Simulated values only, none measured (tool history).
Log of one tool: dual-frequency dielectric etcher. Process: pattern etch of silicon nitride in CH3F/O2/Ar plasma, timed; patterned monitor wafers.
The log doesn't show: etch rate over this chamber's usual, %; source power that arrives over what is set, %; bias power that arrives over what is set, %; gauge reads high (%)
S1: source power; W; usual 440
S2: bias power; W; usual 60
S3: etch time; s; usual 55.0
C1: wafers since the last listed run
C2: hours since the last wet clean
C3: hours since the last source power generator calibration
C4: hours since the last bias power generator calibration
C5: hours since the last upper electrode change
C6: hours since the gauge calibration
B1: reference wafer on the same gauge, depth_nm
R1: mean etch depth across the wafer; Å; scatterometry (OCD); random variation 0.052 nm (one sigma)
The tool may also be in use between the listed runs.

run,day,S1,S2,S3,C1,C2,C3,C4,C5,C6,B1,R1
1,0.000,440,52,55.0,0,0.5,3216.7,4723.7,3376.0,661.5,37.00,340.7
2,0.258,440,52,55.0,74,6.7,3222.9,4729.9,3382.2,667.7,37.02,340.9
# day 1.012: gauge calibrated
3,1.379,440,52,55.0,324,33.6,3249.8,4756.8,3409.1,8.8,36.99,340.6
4,2.150,440,60,55.0,223,52.1,3268.3,4775.3,3427.6,27.3,37.00,353.4
5,3.333,440,60,55.0,342,80.5,3296.7,4803.7,3456.0,55.7,36.97,352.8
6,4.404,440,60,55.0,309,106.2,3322.4,4829.4,3481.7,81.4,37.01,353.4
7,5.283,440,60,55.0,254,127.3,3343.5,4850.5,3502.8,102.5,36.99,352.1
8,6.371,440,60,55.0,314,153.4,3369.6,4876.6,3528.9,128.6,37.01,352.5
9,7.546,500,60,55.0,340,181.6,3397.8,4904.8,3557.1,156.8,36.99,372.5
10,9.025,440,60,55.0,428,217.1,3433.3,4940.3,3592.6,192.3,37.00,351.2
11,9.667,440,60,55.0,185,232.5,3448.7,4955.7,3608.0,207.7,36.99,351.8
12,10.992,470,54,55.0,383,264.3,3480.5,4987.5,3639.8,239.5,37.01,351.4
13,12.458,470,54,55.0,424,299.5,3515.7,5022.7,3675.0,274.7,37.00,350.5
14,12.975,340,50,60.5,149,311.9,3528.1,5035.1,3687.4,287.1,37.01,329.1
15,14.408,330,66,55.0,414,346.3,3562.5,5069.5,3721.8,321.5,37.01,318.2
# day 15.900: upper electrode replaced
16,15.921,550,73,62.0,148,382.6,3598.8,5105.8,0.5,357.8,36.99,458.5
# day 16.921: bias power generator calibrated
17,16.942,440,60,55.0,247,407.1,3623.3,0.5,25.0,382.3,37.00,350.2
18,17.962,530,66,55.0,295,431.6,3647.8,25.0,49.5,406.8,37.02,389.4
19,18.533,440,60,55.0,165,445.3,3661.5,38.7,63.2,420.5,36.99,350.7
20,19.925,470,54,55.0,402,478.7,3694.9,72.1,96.6,453.9,37.00,351.2
# day 23.750: gauge calibrated
21,24.050,390,60,55.0,1194,577.7,3793.9,171.1,195.6,7.2,37.02,331.8
# day 25.400: source power generator calibrated
22,25.421,360,45,63.5,348,610.6,0.5,204.0,228.5,40.1,36.99,336.8
23,25.875,440,60,55.0,131,621.5,11.4,214.9,239.4,51.0,36.98,341.7
# day 26.996: wet clean of the chamber
24,27.017,440,52,55.0,41,0.5,38.8,242.3,266.8,78.4,36.99,337.7
25,28.129,510,60,68.0,322,27.2,65.5,269.0,293.5,105.1,37.01,460.9
26,29.479,440,60,55.0,390,59.6,97.9,301.4,325.9,137.5,36.98,349.2
27,30.308,410,70,67.5,240,79.5,117.8,321.3,345.8,157.4,37.00,432.7
28,34.450,440,60,55.0,1198,178.9,217.2,420.7,445.2,256.8,37.02,348.8
29,35.662,340,66,55.0,350,208.0,246.3,449.8,474.3,285.9,37.00,318.9
30,36.996,400,45,55.0,385,240.0,278.3,481.8,506.3,317.9,37.00,310.0
31,38.271,440,60,67.0,369,270.6,308.9,512.4,536.9,348.5,36.98,422.2

Hidden state at the last listed run before each entry between runs and at the first one after, where it differs:
Between runs 2 and 3: gauge calibrated (day 1.012)
  etch rate over this chamber's usual, %: -0.364 -> -0.446; source power that arrives over what is set, %: 3.47 -> 3.53
  measured less the result without the state, R1: +3.8 -> +3.6 Å
Between runs 15 and 16: upper electrode replaced (day 15.900)
  etch rate over this chamber's usual, %: -1.4 -> -1.51; source power that arrives over what is set, %: 4.26 -> 4.35
  measured less the result without the state, R1: +1.1 -> +1.4 Å
Between runs 16 and 17: bias power generator calibrated (day 16.921)
  etch rate over this chamber's usual, %: -1.51 -> -1.58; source power that arrives over what is set, %: 4.35 -> 4.41
  measured less the result without the state, R1: +1.4 -> +0.9 Å
Between runs 20 and 21: gauge calibrated (day 23.750)
  etch rate over this chamber's usual, %: -1.8 -> -2.1; source power that arrives over what is set, %: 4.59 -> 4.84
  measured less the result without the state, R1: +0.5 -> -0.3 Å
Between runs 21 and 22: source power generator calibrated (day 25.400)
  etch rate over this chamber's usual, %: -2.1 -> -2.2; source power that arrives over what is set, %: 4.84 -> 0.393
  measured less the result without the state, R1: -0.3 -> -7.0 Å
Between runs 23 and 24: wet clean of the chamber (day 26.996)
  etch rate over this chamber's usual, %: -2.23 -> -0.00959
  measured less the result without the state, R1: -7.3 -> +0.6 Å
